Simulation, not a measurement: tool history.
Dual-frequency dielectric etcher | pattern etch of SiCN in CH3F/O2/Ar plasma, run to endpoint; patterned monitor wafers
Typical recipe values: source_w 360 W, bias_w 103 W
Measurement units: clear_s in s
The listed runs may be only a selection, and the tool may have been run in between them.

run    hour  source_w  bias_w  wafers since the last listed run  hours since the last wet clean  hours since the last source power generator calibration  hours since the last bias power generator calibration  hours since the last upper electrode change  incoming incoming film thickness, nm  clear_s
  1     0.0       360     103                                 0                            59.0                                                   2900.4                                                 1595.7                                       1280.6                                  8.27     21.2
  2    48.7       360     103                               719                           107.7                                                   2949.1                                                 1644.4                                       1329.3                                  8.46     21.7
  3    84.6       360      82                               530                           143.6                                                   2985.0                                                 1680.3                                       1365.2                                  8.39     23.9
  4   139.2       360      82                               806                           198.2                                                   3039.6                                                 1734.9                                       1419.8                                  8.37     23.6
  5   200.3       360     103                               902                           259.3                                                   3100.7                                                 1796.0                                       1480.9                                  8.37     21.4
  6   268.6       360     103                              1008                           327.6                                                   3169.0                                                 1864.3                                       1549.2                                  8.36     21.5
  7   329.2       360     103                               895                           388.2                                                   3229.6                                                 1924.9                                       1609.8                                  8.38     21.4
  8   397.3       420     111                              1005                           456.3                                                   3297.7                                                 1993.0                                       1677.9                                  8.50     20.3
  9   423.5       360     103                               387                           482.5                                                   3323.9                                                 2019.2                                       1704.1                                  8.41     21.6
 10   453.3       360     103                               440                           512.3                                                   3353.7                                                 2049.0                                       1733.9                                  8.35     21.2
 11   487.5       360     103                               505                           546.5                                                   3387.9                                                 2083.2                                       1768.1                                  8.30     21.3
 12   534.0       360     119                               686                           593.0                                                   3434.4                                                 2129.7                                       1814.6                                  8.42     20.3
      580.8  -- wet clean of the chamber
 13   668.3       360     103                              1629                            87.5                                                   3568.7                                                 2264.0                                       1948.9                                  8.33     21.5
 14   725.9       360     103                               850                           145.1                                                   3626.3                                                 2321.6                                       2006.5                                  8.42     21.6
      777.5  -- upper electrode replaced
 15   783.0       360     103                               488                           202.2                                                   3683.4                                                 2378.7                                          5.5                                  8.45     21.7
      791.4  -- source power generator calibrated
 16   819.5       360     103                               480                           238.7                                                     28.1                                                 2415.2                                         42.0                                  8.38     21.5
 17   863.0       360     103                               642                           282.2                                                     71.6                                                 2458.7                                         85.5                                  8.39     21.5
 18   913.9       330     122                               751                           333.1                                                    122.5                                                 2509.6                                        136.4                                  8.35     20.4
 19   966.2       360     103                               772                           385.4                                                    174.8                                                 2561.9                                        188.7                                  8.38     21.6
 20  1033.6       270     110                               995                           452.8                                                    242.2                                                 2629.3                                        256.1                                  8.41     22.5
     1046.9  -- bias power generator calibrated
 21  1067.2       330     119                               437                           486.4                                                    275.8                                                   20.3                                        289.7                                  8.36     20.2
 22  1131.4       360     103                               948                           550.6                                                    340.0                                                   84.5                                        353.9                                  8.38     21.0
 23  1187.5       360     122                               828                           606.7                                                    396.1                                                  140.6                                        410.0                                  8.31     19.3
     1226.2  -- wet clean of the chamber
 24  1246.3       440     128                               514                            20.1                                                    454.9                                                  199.4                                        468.8                                  8.42     18.1
 25  1301.9       360     103                               821                            75.7                                                    510.5                                                  255.0                                        524.4                                  8.34     20.9
 26  1396.4       400     103                              1395                           170.2                                                    605.0                                                  349.5                                        618.9                                  8.37     20.4
 27  1453.8       360     103                               847                           227.6                                                    662.4                                                  406.9                                        676.3                                  8.33     21.0
 28  1490.5       390     126                               542                           264.3                                                    699.1                                                  443.6                                        713.0                                  8.45     19.1
 29  1520.5       440      84                               443                           294.3                                                    729.1                                                  473.6                                        743.0                                  8.38     21.7
 30  1548.5       310     103                               413                           322.3                                                    757.1                                                  501.6                                        771.0                                  8.44     22.4
 31  1588.6       360     123                               592                           362.4                                                    797.2                                                  541.7                                        811.1                                  8.38     19.7
 32  1650.7       300     127                               917                           424.5                                                    859.3                                                  603.8                                        873.2                                  8.36     20.1
 33  1684.3       360      91                               496                           458.1                                                    892.9                                                  637.4                                        906.8                                  8.43     22.5
 34  1755.4       320      86                              1050                           529.2                                                    964.0                                                  708.5                                        977.9                                  8.46     24.2

Hidden state at the last listed run before each entry between runs and at the first one after, where it differs:
After run 12, before run 13: wet clean of the chamber (hour 580.8)
  bias power that arrives over what is set, %: -5.08 -> -5.15
  measured value less the no-hidden-state value, clear_s: +0.5 -> +0.5 s
After run 14, before run 15: upper electrode replaced (hour 777.5)
  bias power that arrives over what is set, %: -5.18 -> -5.2
  measured value less the no-hidden-state value, clear_s: +0.5 -> +0.5 s
After run 15, before run 16: source power generator calibrated (hour 791.4)
  bias power that arrives over what is set, %: -5.2 -> -5.22
  measured value less the no-hidden-state value, clear_s: +0.5 -> +0.5 s
After run 20, before run 21: bias power generator calibrated (hour 1046.9)
  bias power that arrives over what is set, %: -5.29 -> 0.187
  measured value less the no-hidden-state value, clear_s: +0.5 -> +0.0 s
After run 23, before run 24: wet clean of the chamber (hour 1226.2)
  bias power that arrives over what is set, %: -0.45 -> -0.732
  measured value less the no-hidden-state value, clear_s: +0.1 -> +0.1 s

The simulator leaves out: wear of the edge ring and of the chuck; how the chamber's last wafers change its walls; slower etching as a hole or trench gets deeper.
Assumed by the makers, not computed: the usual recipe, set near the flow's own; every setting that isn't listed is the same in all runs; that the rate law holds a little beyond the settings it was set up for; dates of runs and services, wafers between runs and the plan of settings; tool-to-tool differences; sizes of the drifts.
